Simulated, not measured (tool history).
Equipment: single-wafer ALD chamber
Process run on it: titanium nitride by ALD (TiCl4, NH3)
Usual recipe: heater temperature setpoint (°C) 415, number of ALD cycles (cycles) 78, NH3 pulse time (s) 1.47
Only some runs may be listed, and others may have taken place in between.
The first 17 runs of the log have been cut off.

run    hour  heater temperature setpoint (°C)  number of ALD cycles (cycles)  NH3 pulse time (s)  read-back reference wafer on the same gauge, thickness_nm  mean film thickness on the monitor wafer (Å)
      547.4  -- thermocouple changed; heater temperature recalibrated
 18   552.1                               415                             78                1.47                                                      1.599                                         16.61
 19   568.1                               428                             78                2.02                                                      1.601                                         16.88
 20   586.5                               423                             78                1.81                                                        1.6                                         16.82
 21   598.6                               415                             74                1.99                                                        1.6                                            16
 22   617.7                               415                             78                1.47                                                        1.6                                         16.64
 23   643.5                               422                             89                1.28                                                        1.6                                         18.99
      643.6  -- gauge calibrated
 24   673.3                               402                             67                1.94                                                      1.601                                         14.41
 25   706.3                               415                             78                1.84                                                        1.6                                          16.9
 26   790.2                               421                             78                1.02                                                      1.599                                         16.28
 27   818.5                               428                             78                1.65                                                      1.601                                         16.77
 28   839.3                               415                             88                1.47                                                      1.599                                          18.8
 29   867.8                               425                             73                1.47                                                        1.6                                         15.64
 30   954.3                               422                             78                1.05                                                        1.6                                         16.48
 31   980.9                               423                             78                1.81                                                        1.6                                          16.9
 32  1003.7                               428                             92                0.99                                                      1.598                                         19.43
 33  1032.7                               428                             65                1.91                                                        1.6                                         14.05

3 options for the next run, each taken on its own from the tool as it stands now. Forecast them:
  A  1033.3                               415                             78                1.47                                                          ?                                             ?
  B  1033.3                               410                             72                1.47                                                          ?                                             ?
  C  1033.3                               415                             89                1.94                                                          ?                                             ?

run  read-back reference wafer on the same gauge, thickness_nm  mean film thickness on the monitor wafer (Å)
  A                                                        1.6                                         16.66
  B                                                        1.6                                         15.34
  C                                                        1.6                                         19.22
The same runs, with their run-to-run variation unchanged, on a tool lacking any hidden condition would have given:
run  mean film thickness on the monitor wafer (Å)
  A                                         16.66
  B                                         15.34
  C                                         19.22
